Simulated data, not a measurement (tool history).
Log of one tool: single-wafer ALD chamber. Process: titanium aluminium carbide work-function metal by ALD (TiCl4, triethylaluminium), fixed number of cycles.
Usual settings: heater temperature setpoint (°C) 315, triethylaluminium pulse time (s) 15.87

run	hour	heater temperature setpoint (°C)	triethylaluminium pulse time (s)	wafers since the last listed run	hours since the last thermocouple change	hours since the last triethylaluminium bottle change	hours since the showerhead was replaced	hours since the gauge calibration	read-back reference wafer on the same gauge, thickness_nm	mean film thickness on the monitor wafer (angstrom)
1	0	315	18.36	0	1580.4	757.6	3114.1	1306.3	2.02	23.65
2	57.6	315	18.36	368	1638	815.2	3171.7	1363.9	2.02	23.79
3	95.7	321	15.87	243	1676.1	853.3	3209.8	1402	2.021	23.98
4	161.6	315	17.52	422	1742	919.2	3275.7	1467.9	2.02	23.68
5	226.5	315	17.52	415	1806.9	984.1	3340.6	1532.8	2.017	23.62
6	266.7	307	15.87	257	1847.1	1024.3	3380.8	1573	2.021	22.86
7	295.6	315	15.87	185	1876	1053.2	3409.7	1601.9	2.021	23.56
8	330.2	315	15.87	221	1910.6	1087.8	3444.3	1636.5	2.019	23.48
9	384.9	315	15.87	350	1965.3	1142.5	3499	1691.2	2.019	23.43
10	429.4	315	15.87	284	2009.8	1187	3543.5	1735.7	2.017	23.43
11	481.5	315	15.87	333	2061.9	1239.1	3595.6	1787.8	2.022	23.6
12	505.8	315	15.87	155	2086.2	1263.4	3619.9	1812.1	2.02	23.39
# hour 560.5: gauge calibrated
13	575.5	315	15.87	446	2155.9	1333.1	3689.6	15	2.019	23.2
14	603.4	302	20.05	178	2183.8	1361	3717.5	42.9	2.019	22.53
# hour 652.6: triethylaluminium bottle replaced
15	658.8	315	15.87	303	2239.2	6.2	3772.9	98.3	2.019	23.69
16	692.9	326	10.77	218	2273.3	40.3	3807	132.4	2.021	24.11
17	720.5	310	15.87	176	2300.9	67.9	3834.6	160	2.025	23.21
18	790.2	325	12.25	446	2370.6	137.6	3904.3	229.7	2.017	24.24
19	827.5	315	12.66	238	2407.9	174.9	3941.6	267	2.02	23.48
20	860.5	327	18.7	211	2440.9	207.9	3974.6	300	2.021	24.77
# hour 903.1: showerhead replaced
21	908.3	320	15.87	254	2488.7	255.7	5.2	347.8	2.018	24.06
# hour 941.1: thermocouple changed; heater temperature recalibrated
22	957.9	311	17.91	266	16.8	305.3	54.8	397.4	2.02	23.22
23	1157.6	315	15.87	1278	216.5	505	254.5	597.1	2.024	23.43
24	1211.4	315	18.92	344	270.3	558.8	308.3	650.9	2.021	23.75
25	1269.2	323	15.87	370	328.1	616.6	366.1	708.7	2.019	24.38
26	1324.7	303	18.65	355	383.6	672.1	421.6	764.2	2.022	22.53
27	1384.9	320	18.23	385	443.8	732.3	481.8	824.4	2.018	24.02

Hidden state or all else? Some run-to-run changes of mean film thickness on the monitor wafer (angstrom), split into what the settings, what came in and random variation would give without the hidden state, and what is left for the hidden state (with any gauge scatter that isn't in both results):
The hidden state here: wafer temperature above the value expected at the setpoint (K); triethylaluminium dose above that of a fresh bottle (%); gauge reads high (%).
Run 13 -> 14: heater temperature setpoint (°C) 315 -> 302, triethylaluminium pulse time (s) 15.87 -> 20.05. mean film thickness on the monitor wafer (angstrom) -0.67: hidden state +0.22, all else -0.89.
Run 14 -> 15: heater temperature setpoint (°C) 302 -> 315, triethylaluminium pulse time (s) 20.05 -> 15.87, triethylaluminium bottle replaced. mean film thickness on the monitor wafer (angstrom) +1.16: hidden state +0.12, all else +1.04.
Run 25 -> 26: heater temperature setpoint (°C) 323 -> 303, triethylaluminium pulse time (s) 15.87 -> 18.65. mean film thickness on the monitor wafer (angstrom) -1.85: hidden state +0.06, all else -1.91.
Run 26 -> 27: heater temperature setpoint (°C) 303 -> 320, triethylaluminium pulse time (s) 18.65 -> 18.23. mean film thickness on the monitor wafer (angstrom) +1.49: hidden state -0.02, all else +1.51.

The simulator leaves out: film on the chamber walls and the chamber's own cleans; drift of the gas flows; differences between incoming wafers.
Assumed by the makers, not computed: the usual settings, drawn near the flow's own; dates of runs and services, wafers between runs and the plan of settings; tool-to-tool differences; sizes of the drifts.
